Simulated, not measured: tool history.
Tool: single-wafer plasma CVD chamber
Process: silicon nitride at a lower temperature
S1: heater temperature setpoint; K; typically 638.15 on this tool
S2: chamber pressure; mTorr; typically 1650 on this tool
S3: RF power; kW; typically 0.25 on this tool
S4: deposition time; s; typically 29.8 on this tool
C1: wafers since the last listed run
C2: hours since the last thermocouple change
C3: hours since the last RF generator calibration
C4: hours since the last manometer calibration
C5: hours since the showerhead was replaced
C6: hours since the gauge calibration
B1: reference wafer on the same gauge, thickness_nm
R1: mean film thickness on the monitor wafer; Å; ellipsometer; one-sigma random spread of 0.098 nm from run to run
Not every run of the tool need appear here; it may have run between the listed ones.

| run | hour | S1 | S2 | S3 | S4 | C1 | C2 | C3 | C4 | C5 | C6 | B1 | R1 |
|---|---|---|---|---|---|---|---|---|---|---|---|---|---|
| 1 | 0 | 649.15 | 1650 | 0.25 | 29.8 | 0 | 792.1 | 947.3 | 807.1 | 3067.2 | 574.8 | 33.871 | 297.1 |
| 2 | 65.5 | 649.15 | 1650 | 0.25 | 29.8 | 1861 | 857.6 | 1012.8 | 872.6 | 3132.7 | 640.3 | 33.863 | 296.62 |
| 3 | 136.3 | 649.15 | 1650 | 0.25 | 29.8 | 2012 | 928.4 | 1083.6 | 943.4 | 3203.5 | 711.1 | 33.906 | 295.64 |
| 4 | 176.1 | 638.15 | 1650 | 0.25 | 29.8 | 1131 | 968.2 | 1123.4 | 983.2 | 3243.3 | 750.9 | 33.833 | 297.33 |
| 5 | 213.1 | 638.15 | 1650 | 0.25 | 29.8 | 1051 | 1005.2 | 1160.4 | 1020.2 | 3280.3 | 787.9 | 33.891 | 295.01 |
| 6 | 242 | 638.15 | 1650 | 0.25 | 29.8 | 821 | 1034.1 | 1189.3 | 1049.1 | 3309.2 | 816.8 | 33.899 | 296.75 |
| 7 | 295.1 | 638.15 | 1650 | 0.25 | 26.3 | 1509 | 1087.2 | 1242.4 | 1102.2 | 3362.3 | 869.9 | 33.912 | 261.92 |
| 8 | 330.7 | 638.15 | 1650 | 0.25 | 29.8 | 1012 | 1122.8 | 1278 | 1137.8 | 3397.9 | 905.5 | 33.899 | 297.3 |
|  | 331.6 | gauge calibrated |
| 9 | 396.3 | 638.15 | 1650 | 0.25 | 29.8 | 1864 | 1188.4 | 1343.6 | 1203.4 | 3463.5 | 64.7 | 33.927 | 295.26 |
| 10 | 444.5 | 638.15 | 1650 | 0.25 | 29.8 | 1370 | 1236.6 | 1391.8 | 1251.6 | 3511.7 | 112.9 | 33.921 | 294.37 |
| 11 | 501.7 | 638.15 | 1650 | 0.25 | 29.8 | 1626 | 1293.8 | 1449 | 1308.8 | 3568.9 | 170.1 | 33.948 | 293.18 |
| 12 | 527.5 | 638.15 | 1650 | 0.25 | 29.8 | 733 | 1319.6 | 1474.8 | 1334.6 | 3594.7 | 195.9 | 33.89 | 292.66 |
|  | 535.9 | capacitance manometer re-zeroed and calibrated |
| 13 | 568.4 | 629.15 | 1650 | 0.25 | 32.8 | 935 | 1360.5 | 1515.7 | 32.5 | 3635.6 | 236.8 | 33.909 | 323.9 |
| 14 | 607.7 | 638.15 | 1780 | 0.25 | 24.1 | 1117 | 1399.8 | 1555 | 71.8 | 3674.9 | 276.1 | 33.915 | 244.69 |
|  | 649.3 | RF generator calibrated |
|  | 650.6 | thermocouple changed; heater temperature recalibrated |
|  | 671 | showerhead replaced |
| 15 | 671.5 | 638.15 | 1650 | 0.25 | 29.8 | 1319 | 20.9 | 22.2 | 135.6 | 0.5 | 339.9 | 33.889 | 305.44 |
| 16 | 717.6 | 638.15 | 1650 | 0.25 | 29.8 | 1310 | 67 | 68.3 | 181.7 | 46.6 | 386 | 33.88 | 306.06 |
| 17 | 773 | 638.15 | 1650 | 0.25 | 27.2 | 1574 | 122.4 | 123.7 | 237.1 | 102 | 441.4 | 33.916 | 278.62 |
| 18 | 810.5 | 638.15 | 1650 | 0.25 | 29.8 | 1066 | 159.9 | 161.2 | 274.6 | 139.5 | 478.9 | 33.896 | 304.34 |
| 19 | 860.4 | 633.15 | 1920 | 0.25 | 35.5 | 1418 | 209.8 | 211.1 | 324.5 | 189.4 | 528.8 | 33.93 | 380.32 |
| 20 | 896.7 | 633.15 | 1920 | 0.25 | 35.5 | 1031 | 246.1 | 247.4 | 360.8 | 225.7 | 565.1 | 33.888 | 379.14 |
| 21 | 945.4 | 652.15 | 1800 | 0.3 | 28 | 1384 | 294.8 | 296.1 | 409.5 | 274.4 | 613.8 | 33.871 | 322.29 |
| 22 | 992.2 | 645.15 | 1650 | 0.285 | 29.8 | 1330 | 341.6 | 342.9 | 456.3 | 321.2 | 660.6 | 33.91 | 325.67 |
| 23 | 1040.3 | 626.15 | 1780 | 0.265 | 29.8 | 1367 | 389.7 | 391 | 504.4 | 369.3 | 708.7 | 33.879 | 322.27 |
| 24 | 1089.5 | 629.15 | 1650 | 0.25 | 29.8 | 1398 | 438.9 | 440.2 | 553.6 | 418.5 | 757.9 | 33.898 | 302.6 |

Hidden state or all else? Some run-to-run changes of R1, split into what the settings, what came in and random variation would give without the hidden state, and what is left for the hidden state (with any gauge scatter that isn't in both results):
Unlogged tool condition in this case: wafer temperature above the value expected at the setpoint (K); delivered RF power above the setpoint (%); true pressure above the setpoint (%); gauge reads high (%).
Run 13 -> 14: S1 629.15 -> 638.15, S2 1650 -> 1780, S4 32.8 -> 24.1. R1 -79.21 Å: hidden state +2.86, all else -82.07.
Run 14 -> 15: S2 1780 -> 1650, S4 24.1 -> 29.8, RF generator calibrated, thermocouple changed; heater temperature recalibrated, showerhead replaced. R1 +60.75 Å: hidden state +9.58, all else +51.17.
Run 18 -> 19: S1 638.15 -> 633.15, S2 1650 -> 1920, S4 29.8 -> 35.5. R1 +75.98 Å: hidden state -0.8, all else +76.78.
